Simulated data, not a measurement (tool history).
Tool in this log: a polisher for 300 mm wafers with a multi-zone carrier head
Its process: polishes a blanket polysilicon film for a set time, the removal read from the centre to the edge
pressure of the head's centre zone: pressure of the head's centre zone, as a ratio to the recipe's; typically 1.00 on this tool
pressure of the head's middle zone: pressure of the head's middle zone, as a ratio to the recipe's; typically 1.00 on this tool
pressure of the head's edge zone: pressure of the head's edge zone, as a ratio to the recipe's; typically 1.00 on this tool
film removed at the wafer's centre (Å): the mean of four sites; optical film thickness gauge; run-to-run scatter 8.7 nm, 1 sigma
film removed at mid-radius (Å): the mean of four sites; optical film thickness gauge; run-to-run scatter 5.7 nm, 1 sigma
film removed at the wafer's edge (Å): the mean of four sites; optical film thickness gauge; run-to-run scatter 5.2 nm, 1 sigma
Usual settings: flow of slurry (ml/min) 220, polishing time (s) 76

run,hour,flow of slurry (ml/min),pressure of the head's centre zone,pressure of the head's middle zone,pressure of the head's edge zone,polishing time (s),"incoming thickness of the incoming film, nm",film removed at the wafer's centre (Å),film removed at mid-radius (Å),film removed at the wafer's edge (Å)
1,0.0,220,1.00,1.09,1.00,76,2236.1,6577,6884,6414
2,17.9,220,1.00,1.00,1.00,76,2226.1,6519,6350,6433
3,27.3,220,1.00,1.00,1.00,76,2222.3,6366,6448,6299
# hour 36.9: worn pad replaced by a new one
4,56.6,220,1.00,1.00,1.00,76,2209.4,6841,6757,6747
5,69.6,220,1.00,1.00,1.00,76,2170.7,6722,6682,6712
6,80.4,220,1.00,1.00,1.00,76,2190.9,6694,6644,6596
7,91.4,220,1.00,1.00,1.00,76,2212.6,6642,6611,6604
8,103.7,220,1.00,1.00,1.06,76,2222.7,6621,6508,6683
9,118.4,220,1.00,1.00,1.00,76,2232.0,6368,6437,6466
# hour 130.3: worn pad replaced by a new one
10,136.1,220,1.00,1.00,1.00,76,2189.4,6021,6154,6192
# hour 181.0: slurry nozzle cleaned
# hour 186.9: worn pad replaced by a new one, repeated, since the last time left the tool worse
11,187.4,220,0.95,0.90,1.06,94,2201.6,8141,7937,8663
# hour 201.3: edge zone pressure recalibrated
# hour 202.5: carrier head's membrane replaced by a new one
12,203.0,220,0.91,1.00,0.88,76,2232.9,6244,6778,6454
13,205.5,220,1.00,1.03,1.00,76,2250.3,6851,6772,6755
# hour 212.0: centre zone pressure recalibrated
14,217.5,220,0.92,1.00,1.00,76,2221.2,6314,6657,6659
15,245.7,220,0.92,1.00,0.95,83,2224.9,6649,7134,6855
16,253.2,220,0.92,1.00,0.95,83,2218.3,6502,7194,6927
17,260.9,220,1.00,1.00,1.00,76,2194.9,6557,6362,6554
# hour 273.7: worn pad replaced by a new one
18,277.1,280,0.91,1.00,1.00,91,2223.8,7868,8483,8518
19,294.2,220,1.00,1.11,0.97,76,2216.2,6805,7243,6691
20,308.4,260,1.00,0.91,1.00,76,2260.0,6851,6443,6819
21,321.2,240,1.05,1.00,1.00,93,2190.4,8877,8138,8310

Below, each run's measurement less what the same run would have read without the hidden state. Both values contain the same run-to-run variation, but the gauge's scatter may not be the same in both:
What the log doesn't record here: removal rate lost through wear of the pad, %; slurry flow missing at the pad, %; deviation of the centre zone's pressure from its setpoint, %; deviation of the edge zone's pressure from its setpoint, %.
run,film removed at the wafer's centre (Å),film removed at mid-radius (Å),film removed at the wafer's edge (Å)
1,-430,-450,-420
2,-529,-516,-522
3,-571,-578,-566
4,-149,-147,-147
5,-217,-216,-217
6,-275,-273,-271
7,-334,-333,-332
8,-403,-396,-407
9,-469,-474,-476
10,-801,-819,-824
11,-103,-101,-109
12,-157,-170,-161
13,-186,-183,-183
14,-232,-245,-245
15,-403,-433,-416
16,-436,-483,-464
17,-484,-470,-484
18,-26,-28,-28
19,-113,-120,-111
20,-192,-180,-191
21,-341,-313,-320

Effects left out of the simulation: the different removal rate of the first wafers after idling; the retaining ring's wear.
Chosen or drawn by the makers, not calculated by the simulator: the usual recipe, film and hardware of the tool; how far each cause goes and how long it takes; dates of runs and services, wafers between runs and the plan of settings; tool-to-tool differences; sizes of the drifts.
